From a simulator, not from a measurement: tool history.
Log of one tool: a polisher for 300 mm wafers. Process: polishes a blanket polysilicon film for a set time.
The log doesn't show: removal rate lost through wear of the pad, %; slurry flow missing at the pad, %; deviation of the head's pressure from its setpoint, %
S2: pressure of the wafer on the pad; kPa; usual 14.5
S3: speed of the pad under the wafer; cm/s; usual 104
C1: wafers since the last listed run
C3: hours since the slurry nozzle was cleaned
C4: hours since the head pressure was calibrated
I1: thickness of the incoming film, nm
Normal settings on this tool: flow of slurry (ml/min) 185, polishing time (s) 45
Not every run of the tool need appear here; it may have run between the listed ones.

run 1 hour=0 | flow_of_slurry_(ml/min)=185 S2=14.5 S3=104 polishing_time_(s)=45 | C1=0 wafers_polished_on_this_pad=1813 C3=26.2 C4=282.1 | I1=963.5 | film_removed_(Å)=2623
-- hour=13.2 head pressure recalibrated
run 2 hour=13.7 | flow_of_slurry_(ml/min)=185 S2=14.5 S3=104 polishing_time_(s)=45 | C1=111 wafers_polished_on_this_pad=1925 C3=39.9 C4=0.5 | I1=941.3 | film_removed_(Å)=2806
run 3 hour=37.1 | flow_of_slurry_(ml/min)=185 S2=14.5 S3=104 polishing_time_(s)=45 | C1=222 wafers_polished_on_this_pad=2147 C3=63.3 C4=23.9 | I1=972.3 | film_removed_(Å)=2815
run 4 hour=55.3 | flow_of_slurry_(ml/min)=185 S2=14.5 S3=104 polishing_time_(s)=53 | C1=173 wafers_polished_on_this_pad=2320 C3=81.5 C4=42.1 | I1=953 | film_removed_(Å)=3160
run 5 hour=86.7 | flow_of_slurry_(ml/min)=185 S2=14.5 S3=104 polishing_time_(s)=53 | C1=298 wafers_polished_on_this_pad=2619 C3=112.9 C4=73.5 | I1=949.8 | film_removed_(Å)=3152
-- hour=108.5 worn pad replaced by a new one
run 6 hour=121.9 | flow_of_slurry_(ml/min)=185 S2=14.5 S3=104 polishing_time_(s)=53 | C1=296 wafers_polished_on_this_pad=127 C3=148.1 C4=108.7 | I1=946.5 | film_removed_(Å)=3150
run 7 hour=154.9 | flow_of_slurry_(ml/min)=185 S2=14.5 S3=104 polishing_time_(s)=45 | C1=314 wafers_polished_on_this_pad=441 C3=181.1 C4=141.7 | I1=956.5 | film_removed_(Å)=2661
run 8 hour=173.7 | flow_of_slurry_(ml/min)=185 S2=14.5 S3=104 polishing_time_(s)=45 | C1=178 wafers_polished_on_this_pad=620 C3=199.9 C4=160.5 | I1=950.2 | film_removed_(Å)=2633
run 9 hour=207.6 | flow_of_slurry_(ml/min)=185 S2=14.5 S3=104 polishing_time_(s)=51 | C1=322 wafers_polished_on_this_pad=942 C3=233.8 C4=194.4 | I1=959.3 | film_removed_(Å)=2954
run 10 hour=233.9 | flow_of_slurry_(ml/min)=185 S2=14.5 S3=104 polishing_time_(s)=51 | C1=250 wafers_polished_on_this_pad=1192 C3=260.1 C4=220.7 | I1=958.8 | film_removed_(Å)=3094
run 11 hour=248 | flow_of_slurry_(ml/min)=185 S2=14.5 S3=104 polishing_time_(s)=51 | C1=134 wafers_polished_on_this_pad=1327 C3=274.2 C4=234.8 | I1=939.7 | film_removed_(Å)=2980
run 12 hour=265.6 | flow_of_slurry_(ml/min)=185 S2=14.5 S3=104 polishing_time_(s)=45 | C1=167 wafers_polished_on_this_pad=1494 C3=291.8 C4=252.4 | I1=966.8 | film_removed_(Å)=2674
-- hour=349 head pressure recalibrated
-- hour=350.8 worn pad replaced by a new one
run 13 hour=361.5 | flow_of_slurry_(ml/min)=185 S2=14.5 S3=104 polishing_time_(s)=45 | C1=876 wafers_polished_on_this_pad=101 C3=387.7 C4=12.5 | I1=959.3 | film_removed_(Å)=2774
run 14 hour=391.3 | flow_of_slurry_(ml/min)=130 S2=14.5 S3=104 polishing_time_(s)=45 | C1=283 wafers_polished_on_this_pad=385 C3=417.5 C4=42.3 | I1=964.3 | film_removed_(Å)=2652
run 15 hour=442.2 | flow_of_slurry_(ml/min)=225 S2=16.5 S3=82 polishing_time_(s)=45 | C1=484 wafers_polished_on_this_pad=869 C3=468.4 C4=93.2 | I1=958.9 | film_removed_(Å)=2532
run 16 hour=461.3 | flow_of_slurry_(ml/min)=220 S2=9.7 S3=136 polishing_time_(s)=50 | C1=181 wafers_polished_on_this_pad=1051 C3=487.5 C4=112.3 | I1=973.7 | film_removed_(Å)=2596
run 17 hour=485.5 | flow_of_slurry_(ml/min)=215 S2=14.5 S3=92 polishing_time_(s)=45 | C1=230 wafers_polished_on_this_pad=1281 C3=511.7 C4=136.5 | I1=954.6 | film_removed_(Å)=2403
run 18 hour=507 | flow_of_slurry_(ml/min)=160 S2=18.6 S3=104 polishing_time_(s)=45 | C1=204 wafers_polished_on_this_pad=1486 C3=533.2 C4=158 | I1=962.7 | film_removed_(Å)=3320
run 19 hour=531.6 | flow_of_slurry_(ml/min)=215 S2=14.5 S3=72 polishing_time_(s)=45 | C1=234 wafers_polished_on_this_pad=1720 C3=557.8 C4=182.6 | I1=958.3 | film_removed_(Å)=1960
-- hour=539.2 slurry nozzle cleaned
run 20 hour=559.8 | flow_of_slurry_(ml/min)=230 S2=18.6 S3=122 polishing_time_(s)=53 | C1=258 wafers_polished_on_this_pad=1979 C3=20.6 C4=210.8 | I1=974.8 | film_removed_(Å)=4601
run 21 hour=588.3 | flow_of_slurry_(ml/min)=135 S2=17.9 S3=72 polishing_time_(s)=41 | C1=271 wafers_polished_on_this_pad=2250 C3=49.1 C4=239.3 | I1=959.2 | film_removed_(Å)=2112
-- hour=621.1 worn pad replaced by a new one
run 22 hour=623.4 | flow_of_slurry_(ml/min)=185 S2=9.7 S3=104 polishing_time_(s)=45 | C1=295 wafers_polished_on_this_pad=22 C3=84.2 C4=274.4 | I1=954.1 | film_removed_(Å)=1759
-- hour=637 head pressure recalibrated
run 23 hour=649.7 | flow_of_slurry_(ml/min)=185 S2=15.9 S3=132 polishing_time_(s)=45 | C1=231 wafers_polished_on_this_pad=253 C3=110.5 C4=12.7 | I1=959.8 | film_removed_(Å)=3760
run 24 hour=681.6 | flow_of_slurry_(ml/min)=215 S2=12.4 S3=104 polishing_time_(s)=45 | C1=303 wafers_polished_on_this_pad=556 C3=142.4 C4=44.6 | I1=964.4 | film_removed_(Å)=2324
run 25 hour=717.6 | flow_of_slurry_(ml/min)=125 S2=14.5 S3=104 polishing_time_(s)=38 | C1=342 wafers_polished_on_this_pad=899 C3=178.4 C4=80.6 | I1=957.1 | film_removed_(Å)=2138
run 26 hour=732.8 | flow_of_slurry_(ml/min)=185 S2=15.9 S3=70 polishing_time_(s)=45 | C1=144 wafers_polished_on_this_pad=1044 C3=193.6 C4=95.8 | I1=960.1 | film_removed_(Å)=2079
run 27 hour=806.1 | flow_of_slurry_(ml/min)=210 S2=17.9 S3=104 polishing_time_(s)=40 | C1=697 wafers_polished_on_this_pad=1741 C3=266.9 C4=169.1 | I1=956.5 | film_removed_(Å)=2947
run 28 hour=818.7 | flow_of_slurry_(ml/min)=185 S2=14.5 S3=104 polishing_time_(s)=45 | C1=119 wafers_polished_on_this_pad=1861 C3=279.5 C4=181.7 | I1=943.9 | film_removed_(Å)=2608
run 29 hour=833.3 | flow_of_slurry_(ml/min)=185 S2=14.5 S3=104 polishing_time_(s)=29 | C1=138 wafers_polished_on_this_pad=2000 C3=294.1 C4=196.3 | I1=958.7 | film_removed_(Å)=1737
run 30 hour=859.3 | flow_of_slurry_(ml/min)=245 S2=14.5 S3=104 polishing_time_(s)=29 | C1=247 wafers_polished_on_this_pad=2247 C3=320.1 C4=222.3 | I1=944 | film_removed_(Å)=1731
run 31 hour=876.4 | flow_of_slurry_(ml/min)=185 S2=11 S3=104 polishing_time_(s)=57 | C1=162 wafers_polished_on_this_pad=2410 C3=337.2 C4=239.4 | I1=964.7 | film_removed_(Å)=2547
-- hour=923.6 worn pad replaced by a new one
-- hour=952.3 head pressure recalibrated
run 32 hour=963.1 | flow_of_slurry_(ml/min)=185 S2=14.5 S3=104 polishing_time_(s)=45 | C1=767 wafers_polished_on_this_pad=357 C3=423.9 C4=10.8 | I1=972.8 | film_removed_(Å)=2769
run 33 hour=976.5 | flow_of_slurry_(ml/min)=185 S2=14.5 S3=104 polishing_time_(s)=45 | C1=127 wafers_polished_on_this_pad=484 C3=437.3 C4=24.2 | I1=959.5 | film_removed_(Å)=2840
run 34 hour=991.1 | flow_of_slurry_(ml/min)=205 S2=11.7 S3=128 polishing_time_(s)=54 | C1=138 wafers_polished_on_this_pad=623 C3=451.9 C4=38.8 | I1=945.3 | film_removed_(Å)=3253

Estimate the outcome of run 35 from the log above:
run 35 hour=1012.9 | flow_of_slurry_(ml/min)=140 S2=10.3 S3=72 polishing_time_(s)=49 | C1=207 wafers_polished_on_this_pad=831 C3=473.7 C4=60.6 | I1=958.9 | film_removed_(Å)=?

Run 35 yielded film removed (Å) 1471.
With the hidden condition absent and the run-to-run variation left alone, this run would have shown film removed (Å) 1510.
